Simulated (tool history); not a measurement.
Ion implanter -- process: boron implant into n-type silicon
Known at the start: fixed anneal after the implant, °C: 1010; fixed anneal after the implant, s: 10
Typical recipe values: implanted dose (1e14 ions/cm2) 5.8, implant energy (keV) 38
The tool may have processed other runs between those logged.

run	day	implanted dose (1e14 ions/cm2)	implant energy (keV)	wafers since the last listed run	hours since the last dose calibration	hours since the extraction supply was calibrated	hours since the gauge calibration	read-back reference wafer on the same gauge, sheet resistance	sheet resistance of the implanted and annealed layer (ohm/square)
1	0	4.65	38	0	1479.2	3933.4	1785.3	152.89	203.28
2	2.292	4.65	38	868	1534.2	3988.4	1840.3	153.07	203.63
3	3.429	5.8	38	430	1561.5	4015.7	1867.6	152.94	169.78
4	4.904	6.85	38	558	1596.9	4051.1	1903	152.53	147.33
5	5.954	5.35	38	397	1622.1	4076.3	1928.2	152.84	180.57
6	8.354	5.35	38	909	1679.7	4133.9	1985.8	152.64	184.19
7	9.633	5.35	38	484	1710.4	4164.6	2016.5	152.82	182.32
8	10.933	5.04	31.5	492	1741.6	4195.8	2047.7	153.17	196.14
9	12.433	5.8	38	568	1777.6	4231.8	2083.7	153.01	173.47
# day 13.262: gauge calibrated
10	13.883	5.8	38	549	1812.4	4266.6	14.9	152.77	171.64
11	16.129	5.8	38	850	1866.3	4320.5	68.8	152.97	172.51
12	18.196	5.8	38	783	1915.9	4370.1	118.4	152.96	173.74
13	19.896	5.8	38	644	1956.7	4410.9	159.2	152.85	173.69
14	22.804	7.2	44.5	1101	2026.5	4480.7	229	152.81	143.91
15	25.583	5.8	50.5	1053	2093.2	4547.4	295.7	152.83	167.33
16	26.671	5.8	43.5	412	2119.3	4573.5	321.8	153.08	171.98
17	28.242	5.8	38	595	2157	4611.2	359.5	152.67	173.99
18	31.008	5.8	38	1048	2223.4	4677.6	425.9	152.84	173.78
# day 32.833: extraction supply calibrated
19	33.792	5.16	28.5	928	2290.2	23	492.7	152.84	196.82
20	36.038	5.8	38	850	2344.1	76.9	546.6	152.85	173.89
21	38.492	5.8	38	929	2403	135.8	605.5	152.69	175.73
22	41.138	4.59	29	1002	2466.5	199.3	669	152.83	215.17
23	42.688	7.08	46	587	2503.7	236.5	706.2	153.46	145.61
24	45.533	4.58	27	1078	2572	304.8	774.5	153.35	218.96
# day 46.304: Faraday cup replaced and dose calibrated
25	53.683	5	44	2961	177.1	500.4	970.1	152.94	185.49
26	55.45	5.8	38	669	219.5	542.8	1012.5	152.83	168.67
27	56.462	5.8	28.5	383	243.8	567.1	1036.8	152.67	174.06
28	59.388	4.86	27.5	1108	314	637.3	1107	152.75	198.69
29	61.021	4.85	25	618	353.2	676.5	1146.2	152.87	203.06
30	63.362	5.35	38	887	409.4	732.7	1202.4	152.87	180.34
31	66.338	5.8	44	1127	480.8	804.1	1273.8	153.06	163.97
32	68.142	5.8	38	683	524.1	847.4	1317.1	152.97	167.49
33	70.796	4.56	47	1005	587.8	911.1	1380.8	153.09	199.05
34	72.233	5.8	26	544	622.3	945.6	1415.3	152.86	174.07
35	74.638	5.31	25.5	910	680	1003.3	1473	153.18	187.61
36	76.183	7.49	45.5	585	717.1	1040.4	1510.1	153.21	135.86
37	77.842	7.4	41.5	628	756.9	1080.2	1549.9	153.09	137.14
38	79.783	4.42	46.5	735	803.5	1126.8	1596.5	152.67	205.53

Forecast each of these 3 alternatives for the next run:
A	79.8	5.8	38	6	803.9	1127.2	1596.9	?	?
B	79.8	4.37	38	6	803.9	1127.2	1596.9	?	?
C	79.8	7.43	42.5	6	803.9	1127.2	1596.9	?	?

run	read-back reference wafer on the same gauge, sheet resistance	sheet resistance of the implanted and annealed layer (ohm/square)
A	152.79	167.43
B	152.79	210.64
C	152.79	135.72
Without the tool's unlogged condition, the same runs would have read:
run	sheet resistance of the implanted and annealed layer (ohm/square)
A	167.45
B	210.67
C	135.74
